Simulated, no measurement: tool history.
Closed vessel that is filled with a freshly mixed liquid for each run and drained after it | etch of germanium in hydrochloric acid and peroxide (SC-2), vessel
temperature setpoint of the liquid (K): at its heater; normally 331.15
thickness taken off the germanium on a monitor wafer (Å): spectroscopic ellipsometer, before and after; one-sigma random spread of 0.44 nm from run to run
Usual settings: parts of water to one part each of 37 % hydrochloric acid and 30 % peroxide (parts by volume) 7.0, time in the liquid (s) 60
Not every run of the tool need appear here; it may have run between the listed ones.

run	day	temperature setpoint of the liquid (K)	parts of water to one part each of 37 % hydrochloric acid and 30 % peroxide (parts by volume)	time in the liquid (s)	read-back film thickness of the germanium reference wafer, read on the same gauge (nm)	thickness taken off the germanium on a monitor wafer (Å)
1	0.000	331.15	7.0	60	109.95	1637.8
2	0.429	331.15	7.0	60	110.01	1643.0
3	1.154	331.15	7.0	60	110.00	1642.9
4	1.446	331.15	7.0	60	109.98	1640.5
5	2.158	331.15	7.0	60	110.04	1635.0
6	2.558	331.15	7.0	60	109.98	1647.6
7	3.021	331.15	7.0	60	109.98	1652.0
8	4.167	331.15	7.0	60	109.99	1655.1
# day 4.708: chemicals flow meter replaced
9	4.904	331.15	7.0	60	110.03	1653.2
10	5.396	331.15	7.0	60	109.98	1653.7
11	5.917	336.65	7.0	30	110.02	972.4
# day 6.133: gauge calibrated
12	6.425	331.15	7.0	60	109.97	1642.6
13	7.154	325.15	7.0	35	109.94	806.8
14	7.633	331.15	7.0	60	109.98	1655.4
# day 8.042: thermometer replaced
15	8.342	327.65	8.0	60	109.97	1366.2
# day 8.783: new drum of peroxide connected
16	8.804	331.15	7.0	60	110.00	1534.4
17	9.454	336.15	7.0	60	110.04	1793.8
18	9.967	339.15	7.0	60	110.02	1945.4
19	10.342	339.15	7.0	60	110.01	1957.8
20	11.079	335.15	6.0	40	109.98	1170.2

Below, some changes in thickness taken off the germanium on a monitor wafer (Å) between adjacent runs. For each, the amount present without the hidden state too (settings, incoming material, random variation) and the amount remaining for the hidden state with gauge scatter not shared by both compared results:
What the log doesn't record here: liquid hotter than its thermometer reads (K); chemicals flow below the setpoint (%); peroxide weaker than its label (%); gauge reads high (%).
Run 12 -> 13: temperature setpoint of the liquid (K) 331.15 -> 325.15, time in the liquid (s) 60 -> 35. thickness taken off the germanium on a monitor wafer (Å) -835.8: hidden state -56.8, all else -779.0.
Run 13 -> 14: temperature setpoint of the liquid (K) 325.15 -> 331.15, time in the liquid (s) 35 -> 60. thickness taken off the germanium on a monitor wafer (Å) +848.6: hidden state +60.0, all else +788.6.
Run 14 -> 15: temperature setpoint of the liquid (K) 331.15 -> 327.65, parts of water to one part each of 37 % hydrochloric acid and 30 % peroxide (parts by volume) 7.0 -> 8.0, thermometer replaced. thickness taken off the germanium on a monitor wafer (Å) -289.2: hidden state -118.9, all else -170.3.

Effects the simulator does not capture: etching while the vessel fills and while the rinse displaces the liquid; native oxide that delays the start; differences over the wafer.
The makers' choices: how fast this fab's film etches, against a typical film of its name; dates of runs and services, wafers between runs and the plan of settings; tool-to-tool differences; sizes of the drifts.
